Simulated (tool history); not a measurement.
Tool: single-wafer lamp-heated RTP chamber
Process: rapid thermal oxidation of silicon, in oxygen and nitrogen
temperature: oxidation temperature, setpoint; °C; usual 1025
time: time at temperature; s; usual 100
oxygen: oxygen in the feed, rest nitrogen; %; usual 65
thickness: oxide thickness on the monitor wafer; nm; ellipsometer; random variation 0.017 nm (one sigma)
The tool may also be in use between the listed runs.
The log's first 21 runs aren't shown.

| run | hour | temperature | time | oxygen | wafers since the last listed run | wafers since the last pyrometer calibration | hours since the oxygen flow controller was replaced | hours since the gauge calibration | read-back reference wafer on the same gauge, thickness | thickness |
|---|---|---|---|---|---|---|---|---|---|---|
|  | 312.6 | pyrometer window cleaned and pyrometer calibrated, repeated, since the last time left the tool worse |
| 22 | 317.7 | 1025 | 131 | 65 | 211 | 52 | 4104.8 | 227.0 | 7.350 | 8.005 |
| 23 | 324.9 | 1025 | 100 | 65 | 74 | 127 | 4112.0 | 234.2 | 7.353 | 7.068 |
|  | 335.0 | oxygen flow controller replaced |
| 24 | 337.8 | 1035 | 85 | 65 | 50 | 178 | 2.8 | 247.1 | 7.348 | 7.056 |
| 25 | 356.9 | 1025 | 100 | 65 | 198 | 376 | 21.9 | 266.2 | 7.356 | 7.119 |
| 26 | 363.6 | 1025 | 100 | 65 | 69 | 446 | 28.6 | 272.9 | 7.352 | 7.120 |
| 27 | 370.3 | 1005 | 100 | 75 | 69 | 515 | 35.3 | 279.6 | 7.346 | 6.478 |
| 28 | 378.9 | 1025 | 88 | 87 | 89 | 605 | 43.9 | 288.2 | 7.354 | 7.441 |
| 29 | 387.3 | 1013 | 125 | 90 | 87 | 692 | 52.3 | 296.6 | 7.352 | 8.124 |
| 30 | 403.7 | 1025 | 100 | 65 | 170 | 862 | 68.7 | 313.0 | 7.350 | 7.120 |

Run 31 comes next. What will it give?
| 31 | 412.8 | 1047 | 64 | 37 | 94 | 957 | 77.8 | 322.1 | ? | ? |

read-back reference wafer on the same gauge, thickness: 7.354
thickness: 5.575 nm
Without the tool's hidden state the same run would have given thickness 5.541 nm.
